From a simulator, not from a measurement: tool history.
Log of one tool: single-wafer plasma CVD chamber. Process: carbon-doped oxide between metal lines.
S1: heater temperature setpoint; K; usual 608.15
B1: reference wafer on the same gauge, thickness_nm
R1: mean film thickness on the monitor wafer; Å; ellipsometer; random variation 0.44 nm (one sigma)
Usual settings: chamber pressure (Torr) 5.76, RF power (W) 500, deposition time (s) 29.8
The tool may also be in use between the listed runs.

{"run": 1, "hour": 0.0, "S1": 608.15, "chamber pressure (Torr)": 5.76, "RF power (W)": 500, "deposition time (s)": 31.9, "B1": 130.069, "R1": 1592.62}
{"run": 2, "hour": 77.1, "S1": 608.15, "chamber pressure (Torr)": 5.76, "RF power (W)": 500, "deposition time (s)": 31.9, "B1": 130.02, "R1": 1595.36}
{"run": 3, "hour": 267.8, "S1": 608.15, "chamber pressure (Torr)": 5.76, "RF power (W)": 500, "deposition time (s)": 31.9, "B1": 129.908, "R1": 1594.69}
{"run": 4, "hour": 349.6, "S1": 608.15, "chamber pressure (Torr)": 5.76, "RF power (W)": 500, "deposition time (s)": 29.8, "B1": 129.946, "R1": 1511.05}
{"run": 5, "hour": 456.0, "S1": 608.15, "chamber pressure (Torr)": 5.76, "RF power (W)": 500, "deposition time (s)": 29.8, "B1": 130.048, "R1": 1502.86}
{"hour": 484.3, "done": "thermocouple changed; heater temperature recalibrated"}
{"run": 6, "hour": 523.1, "S1": 608.15, "chamber pressure (Torr)": 5.76, "RF power (W)": 500, "deposition time (s)": 29.8, "B1": 129.837, "R1": 1449.43}
{"hour": 533.6, "done": "showerhead replaced"}
{"run": 7, "hour": 563.0, "S1": 608.15, "chamber pressure (Torr)": 5.41, "RF power (W)": 500, "deposition time (s)": 34.2, "B1": 130.056, "R1": 1627.54}
{"run": 8, "hour": 640.9, "S1": 608.15, "chamber pressure (Torr)": 5.76, "RF power (W)": 500, "deposition time (s)": 29.8, "B1": 130.039, "R1": 1449.3}
{"hour": 744.2, "done": "capacitance manometer re-zeroed and calibrated"}
{"run": 9, "hour": 747.7, "S1": 608.15, "chamber pressure (Torr)": 4.93, "RF power (W)": 500, "deposition time (s)": 31.9, "B1": 130.005, "R1": 1492.26}
{"hour": 764.4, "done": "RF generator calibrated"}
{"run": 10, "hour": 845.8, "S1": 613.15, "chamber pressure (Torr)": 6.35, "RF power (W)": 435, "deposition time (s)": 24.3, "B1": 130.012, "R1": 1060.3}
{"hour": 855.4, "done": "thermocouple changed; heater temperature recalibrated, repeated, since the last time left the tool worse"}
{"run": 11, "hour": 937.9, "S1": 608.15, "chamber pressure (Torr)": 5.76, "RF power (W)": 500, "deposition time (s)": 29.8, "B1": 130.131, "R1": 1482.43}
{"run": 12, "hour": 987.6, "S1": 608.15, "chamber pressure (Torr)": 5.76, "RF power (W)": 500, "deposition time (s)": 29.8, "B1": 130.035, "R1": 1476.75}
{"run": 13, "hour": 1091.2, "S1": 608.15, "chamber pressure (Torr)": 5.76, "RF power (W)": 500, "deposition time (s)": 29.8, "B1": 129.958, "R1": 1478.08}
{"hour": 1138.6, "done": "gauge calibrated"}
{"run": 14, "hour": 1192.7, "S1": 608.15, "chamber pressure (Torr)": 5.76, "RF power (W)": 500, "deposition time (s)": 27.8, "B1": 129.967, "R1": 1385.43}
{"run": 15, "hour": 1292.9, "S1": 598.15, "chamber pressure (Torr)": 5.76, "RF power (W)": 425, "deposition time (s)": 33.2, "B1": 129.989, "R1": 1487.79}
{"run": 16, "hour": 1390.0, "S1": 620.15, "chamber pressure (Torr)": 6.64, "RF power (W)": 500, "deposition time (s)": 29.8, "B1": 129.954, "R1": 1461.92}
{"run": 17, "hour": 1497.8, "S1": 608.15, "chamber pressure (Torr)": 4.9, "RF power (W)": 555, "deposition time (s)": 27, "B1": 130.05, "R1": 1396.42}

Forecast each of these 5 alternatives for the next run:
{"run": "A", "hour": 1498.2, "S1": 608.15, "chamber pressure (Torr)": 5.76, "RF power (W)": 500, "deposition time (s)": 29.8, "B1": "?", "R1": "?"}
{"run": "B", "hour": 1498.2, "S1": 608.15, "chamber pressure (Torr)": 5.76, "RF power (W)": 500, "deposition time (s)": 32.4, "B1": "?", "R1": "?"}
{"run": "C", "hour": 1498.2, "S1": 614.15, "chamber pressure (Torr)": 4.5, "RF power (W)": 580, "deposition time (s)": 35.1, "B1": "?", "R1": "?"}
{"run": "D", "hour": 1498.2, "S1": 600.15, "chamber pressure (Torr)": 5.76, "RF power (W)": 500, "deposition time (s)": 29.8, "B1": "?", "R1": "?"}
{"run": "E", "hour": 1498.2, "S1": 612.15, "chamber pressure (Torr)": 4.82, "RF power (W)": 425, "deposition time (s)": 29.8, "B1": "?", "R1": "?"}

run=A B1=130.005 R1=1486.05
run=B B1=130.005 R1=1613.75
run=C B1=130.005 R1=1801.3
run=D B1=130.005 R1=1522.68
run=E B1=130.005 R1=1226
Without the tool's hidden state the same runs would have given:
run=A R1=1481.76
run=B R1=1609.09
run=C R1=1796.29
run=D R1=1517.85
run=E R1=1222.49
